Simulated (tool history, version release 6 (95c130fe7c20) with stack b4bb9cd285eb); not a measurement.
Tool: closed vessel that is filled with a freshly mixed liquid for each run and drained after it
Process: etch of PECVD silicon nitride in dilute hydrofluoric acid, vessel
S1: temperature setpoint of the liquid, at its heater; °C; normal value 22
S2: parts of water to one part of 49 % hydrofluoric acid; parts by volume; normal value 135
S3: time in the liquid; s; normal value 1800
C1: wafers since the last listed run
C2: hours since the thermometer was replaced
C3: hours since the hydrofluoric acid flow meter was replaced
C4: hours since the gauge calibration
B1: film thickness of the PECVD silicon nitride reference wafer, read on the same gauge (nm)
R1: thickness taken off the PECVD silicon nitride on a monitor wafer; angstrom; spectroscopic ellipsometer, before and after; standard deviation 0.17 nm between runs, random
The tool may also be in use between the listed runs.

Run 1, hour 0: usual settings but S2 85 parts by volume, S3 2195 s; C1 0; C2 1052.2; C3 583.7; C4 31.9; B1 60.04. Result: R1 470.7 angstrom.
Run 2, hour 13.6: usual settings but S2 85 parts by volume, S3 2195 s; C1 459; C2 1065.8; C3 597.3; C4 45.5; B1 60.01. Result: R1 472.9 angstrom.
Run 3, hour 21.5: usual settings but S2 85 parts by volume, S3 2195 s; C1 266; C2 1073.7; C3 605.2; C4 53.4; B1 59.97. Result: R1 478.2 angstrom.
Run 4, hour 32.8: usual settings but S3 1040 s; C1 381; C2 1085; C3 616.5; C4 64.7; B1 60.03. Result: R1 143.5 angstrom.
Run 5, hour 43.2: usual settings but S3 1040 s; C1 351; C2 1095.4; C3 626.9; C4 75.1; B1 59.99. Result: R1 143.3 angstrom.
Run 6, hour 58.7: usual settings but S3 1040 s; C1 523; C2 1110.9; C3 642.4; C4 90.6; B1 59.99. Result: R1 142.7 angstrom.
Run 7, hour 89.2: usual settings; C1 1029; C2 1141.4; C3 672.9; C4 121.1; B1 59.99. Result: R1 250.3 angstrom.
Run 8, hour 124.7: usual settings; C1 1198; C2 1176.9; C3 708.4; C4 156.6; B1 60.02. Result: R1 254.2 angstrom.
At hour 126.8: hydrofluoric acid flow meter replaced.
Run 9, hour 135.1: usual settings but S3 1050 s; C1 317; C2 1187.3; C3 8.3; C4 167; B1 60. Result: R1 132.1 angstrom.
Run 10, hour 146.2: usual settings; C1 374; C2 1198.4; C3 19.4; C4 178.1; B1 60.02. Result: R1 229.6 angstrom.
Run 11, hour 158.6: usual settings; C1 418; C2 1210.8; C3 31.8; C4 190.5; B1 60.02. Result: R1 232.8 angstrom.
Run 12, hour 171: usual settings; C1 418; C2 1223.2; C3 44.2; C4 202.9; B1 60.02. Result: R1 230.5 angstrom.
Run 13, hour 183.4: usual settings but S1 25.5 °C; C1 418; C2 1235.6; C3 56.6; C4 215.3; B1 60.02. Result: R1 291.4 angstrom.
Run 14, hour 189.9: usual settings but S1 25.5 °C; C1 219; C2 1242.1; C3 63.1; C4 221.8; B1 60.02. Result: R1 288.5 angstrom.
At hour 193: gauge calibrated.
Run 15, hour 200.8: usual settings; C1 367; C2 1253; C3 74; C4 7.8; B1 59.98. Result: R1 235.1 angstrom.
Run 16, hour 218.2: usual settings but S1 18 °C, S2 155 parts by volume, S3 2480 s; C1 587; C2 1270.4; C3 91.4; C4 25.2; B1 60.02. Result: R1 216.2 angstrom.
Run 17, hour 224.3: usual settings; C1 205; C2 1276.5; C3 97.5; C4 31.3; B1 59.98. Result: R1 235.5 angstrom.
Run 18, hour 236.4: usual settings; C1 408; C2 1288.6; C3 109.6; C4 43.4; B1 59.96. Result: R1 234.3 angstrom.
Run 19, hour 249.4: usual settings but S3 1040 s; C1 438; C2 1301.6; C3 122.6; C4 56.4; B1 59.99. Result: R1 135.7 angstrom.
Run 20, hour 261.1: usual settings but S1 19 °C, S2 180 parts by volume; C1 394; C2 1313.3; C3 134.3; C4 68.1; B1 60. Result: R1 144.8 angstrom.
Run 21, hour 270.9: usual settings but S1 19 °C, S2 175 parts by volume, S3 2275 s; C1 330; C2 1323.1; C3 144.1; C4 77.9; B1 60.01. Result: R1 189.9 angstrom.
Run 22, hour 281.9: usual settings but S3 1390 s; C1 371; C2 1334.1; C3 155.1; C4 88.9; B1 59.96. Result: R1 180.7 angstrom.
At hour 298.5: thermometer replaced.
Run 23, hour 311.5: usual settings; C1 965; C2 13; C3 184.7; C4 118.5; B1 60.01. Result: R1 235.4 angstrom.
Run 24, hour 327.1: usual settings; C1 526; C2 28.6; C3 200.3; C4 134.1; B1 60. Result: R1 239.5 angstrom.
Run 25, hour 334: usual settings but S2 115 parts by volume; C1 232; C2 35.5; C3 207.2; C4 141; B1 59.99. Result: R1 277.7 angstrom.
Run 26, hour 347.3: usual settings but S1 24 °C, S2 155 parts by volume, S3 2535 s; C1 449; C2 48.8; C3 220.5; C4 154.3; B1 59.99. Result: R1 334.9 angstrom.
Run 27, hour 355.7: usual settings but S2 185 parts by volume; C1 283; C2 57.2; C3 228.9; C4 162.7; B1 60.01. Result: R1 172.7 angstrom.
Run 28, hour 366: usual settings but S1 20.5 °C, S2 65 parts by volume, S3 775 s; C1 347; C2 67.5; C3 239.2; C4 173; B1 59.97. Result: R1 189.2 angstrom.
Run 29, hour 381.1: usual settings but S1 20.5 °C, S2 195 parts by volume; C1 509; C2 82.6; C3 254.3; C4 188.1; B1 60. Result: R1 151.1 angstrom.

Alternative continuations, all from the tool just after run 29; predict every row:
Run A, hour 382.2: usual settings; C1 37; C2 83.7; C3 255.4; C4 189.2; B1 ?. Result: R1 ?.
Run B, hour 382.2: usual settings but S1 18.5 °C; C1 37; C2 83.7; C3 255.4; C4 189.2; B1 ?. Result: R1 ?.
Run C, hour 382.2: usual settings but S1 19 °C, S2 90 parts by volume, S3 2785 s; C1 37; C2 83.7; C3 255.4; C4 189.2; B1 ?. Result: R1 ?.
Run D, hour 382.2: usual settings but S1 17.5 °C, S2 65 parts by volume, S3 1310 s; C1 37; C2 83.7; C3 255.4; C4 189.2; B1 ?. Result: R1 ?.
Run E, hour 382.2: usual settings but S1 24 °C, S2 200 parts by volume, S3 1220 s; C1 37; C2 83.7; C3 255.4; C4 189.2; B1 ?. Result: R1 ?.

run     B1     R1
  A  60.02  239.9
  B  60.02  189.6
  C  60.02  450.4
  D  60.02  261.8
  E  60.02  125.7
With the hidden condition removed and each run's random variation left untouched, the same runs would have given:
run     R1
  A  227.8
  B  180.2
  C  427.9
  D  248.8
  E  119.3
